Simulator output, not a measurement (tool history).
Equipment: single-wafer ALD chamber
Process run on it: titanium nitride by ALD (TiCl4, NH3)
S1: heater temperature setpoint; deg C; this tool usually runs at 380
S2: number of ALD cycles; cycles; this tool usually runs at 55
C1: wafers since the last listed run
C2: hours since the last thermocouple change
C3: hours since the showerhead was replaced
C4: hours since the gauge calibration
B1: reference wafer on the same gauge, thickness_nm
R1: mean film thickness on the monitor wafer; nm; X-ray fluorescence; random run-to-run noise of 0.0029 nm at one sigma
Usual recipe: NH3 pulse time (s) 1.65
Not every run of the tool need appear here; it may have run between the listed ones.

run 1 hour=0 | S1=380 S2=55 NH3_pulse_time_(s)=1.65 | C1=0 C2=1679.8 C3=4247.8 C4=553.5 | B1=1.369 | R1=1.167
run 2 hour=86.7 | S1=380 S2=55 NH3_pulse_time_(s)=1.65 | C1=236 C2=1766.5 C3=4334.5 C4=640.2 | B1=1.37 | R1=1.163
run 3 hour=114.1 | S1=391 S2=55 NH3_pulse_time_(s)=1.65 | C1=74 C2=1793.9 C3=4361.9 C4=667.6 | B1=1.37 | R1=1.178
run 4 hour=149.1 | S1=391 S2=55 NH3_pulse_time_(s)=1.65 | C1=95 C2=1828.9 C3=4396.9 C4=702.6 | B1=1.369 | R1=1.179
run 5 hour=161.8 | S1=391 S2=55 NH3_pulse_time_(s)=1.65 | C1=34 C2=1841.6 C3=4409.6 C4=715.3 | B1=1.37 | R1=1.176
run 6 hour=195.2 | S1=380 S2=55 NH3_pulse_time_(s)=1.65 | C1=90 C2=1875 C3=4443 C4=748.7 | B1=1.37 | R1=1.165
run 7 hour=223.1 | S1=380 S2=55 NH3_pulse_time_(s)=1.65 | C1=75 C2=1902.9 C3=4470.9 C4=776.6 | B1=1.37 | R1=1.162
run 8 hour=237.7 | S1=380 S2=55 NH3_pulse_time_(s)=1.65 | C1=39 C2=1917.5 C3=4485.5 C4=791.2 | B1=1.37 | R1=1.161
-- hour=250.6 gauge calibrated
-- hour=285 thermocouple changed; heater temperature recalibrated
run 9 hour=292 | S1=380 S2=55 NH3_pulse_time_(s)=1.32 | C1=126 C2=7 C3=4539.8 C4=41.4 | B1=1.371 | R1=1.155
run 10 hour=305.4 | S1=380 S2=55 NH3_pulse_time_(s)=1.32 | C1=36 C2=20.4 C3=4553.2 C4=54.8 | B1=1.37 | R1=1.15
run 11 hour=321.9 | S1=380 S2=55 NH3_pulse_time_(s)=1.32 | C1=44 C2=36.9 C3=4569.7 C4=71.3 | B1=1.369 | R1=1.153
run 12 hour=334.8 | S1=380 S2=55 NH3_pulse_time_(s)=1.65 | C1=35 C2=49.8 C3=4582.6 C4=84.2 | B1=1.371 | R1=1.166
run 13 hour=354 | S1=380 S2=55 NH3_pulse_time_(s)=1.65 | C1=52 C2=69 C3=4601.8 C4=103.4 | B1=1.369 | R1=1.167
run 14 hour=387.2 | S1=380 S2=55 NH3_pulse_time_(s)=1.65 | C1=90 C2=102.2 C3=4635 C4=136.6 | B1=1.369 | R1=1.159
run 15 hour=422.3 | S1=389 S2=55 NH3_pulse_time_(s)=1.65 | C1=95 C2=137.3 C3=4670.1 C4=171.7 | B1=1.37 | R1=1.178
run 16 hour=440.3 | S1=372 S2=55 NH3_pulse_time_(s)=2.1 | C1=49 C2=155.3 C3=4688.1 C4=189.7 | B1=1.369 | R1=1.16
run 17 hour=461.4 | S1=365 S2=59 NH3_pulse_time_(s)=1.42 | C1=57 C2=176.4 C3=4709.2 C4=210.8 | B1=1.37 | R1=1.21
run 18 hour=494.5 | S1=369 S2=55 NH3_pulse_time_(s)=2.29 | C1=90 C2=209.5 C3=4742.3 C4=243.9 | B1=1.37 | R1=1.161
run 19 hour=515.1 | S1=386 S2=45 NH3_pulse_time_(s)=1.21 | C1=56 C2=230.1 C3=4762.9 C4=264.5 | B1=1.37 | R1=0.948
run 20 hour=530.2 | S1=367 S2=55 NH3_pulse_time_(s)=1.93 | C1=41 C2=245.2 C3=4778 C4=279.6 | B1=1.371 | R1=1.151
-- hour=541.1 showerhead replaced
run 21 hour=544.3 | S1=380 S2=55 NH3_pulse_time_(s)=1.65 | C1=16 C2=259.3 C3=3.2 C4=293.7 | B1=1.37 | R1=1.17
run 22 hour=574.4 | S1=380 S2=55 NH3_pulse_time_(s)=1.65 | C1=81 C2=289.4 C3=33.3 C4=323.8 | B1=1.37 | R1=1.167
run 23 hour=601.4 | S1=380 S2=55 NH3_pulse_time_(s)=1.65 | C1=73 C2=316.4 C3=60.3 C4=350.8 | B1=1.37 | R1=1.163
run 24 hour=633.6 | S1=393 S2=63 NH3_pulse_time_(s)=1.21 | C1=87 C2=348.6 C3=92.5 C4=383 | B1=1.371 | R1=1.338
run 25 hour=654.5 | S1=385 S2=60 NH3_pulse_time_(s)=1.21 | C1=56 C2=369.5 C3=113.4 C4=403.9 | B1=1.37 | R1=1.26
run 26 hour=672.1 | S1=380 S2=55 NH3_pulse_time_(s)=1.65 | C1=47 C2=387.1 C3=131 C4=421.5 | B1=1.372 | R1=1.167
run 27 hour=701.7 | S1=380 S2=55 NH3_pulse_time_(s)=1.65 | C1=80 C2=416.7 C3=160.6 C4=451.1 | B1=1.371 | R1=1.164
run 28 hour=733.5 | S1=393 S2=49 NH3_pulse_time_(s)=2.05 | C1=86 C2=448.5 C3=192.4 C4=482.9 | B1=1.371 | R1=1.055
run 29 hour=751.3 | S1=369 S2=55 NH3_pulse_time_(s)=1.65 | C1=48 C2=466.3 C3=210.2 C4=500.7 | B1=1.371 | R1=1.147
run 30 hour=765.2 | S1=391 S2=47 NH3_pulse_time_(s)=1.13 | C1=37 C2=480.2 C3=224.1 C4=514.6 | B1=1.37 | R1=0.99
run 31 hour=791 | S1=390 S2=48 NH3_pulse_time_(s)=1.12 | C1=70 C2=506 C3=249.9 C4=540.4 | B1=1.369 | R1=1.012

For each entry between runs, how does the tool's hidden state at the last listed run before it compare with that at the first listed run after it?
In the gap between runs 8 and 9: gauge calibrated (hour 250.6); thermocouple changed; heater temperature recalibrated (hour 285)
  no hidden state differs between the two runs
In the gap between runs 20 and 21: showerhead replaced (hour 541.1)
  no hidden state differs between the two runs

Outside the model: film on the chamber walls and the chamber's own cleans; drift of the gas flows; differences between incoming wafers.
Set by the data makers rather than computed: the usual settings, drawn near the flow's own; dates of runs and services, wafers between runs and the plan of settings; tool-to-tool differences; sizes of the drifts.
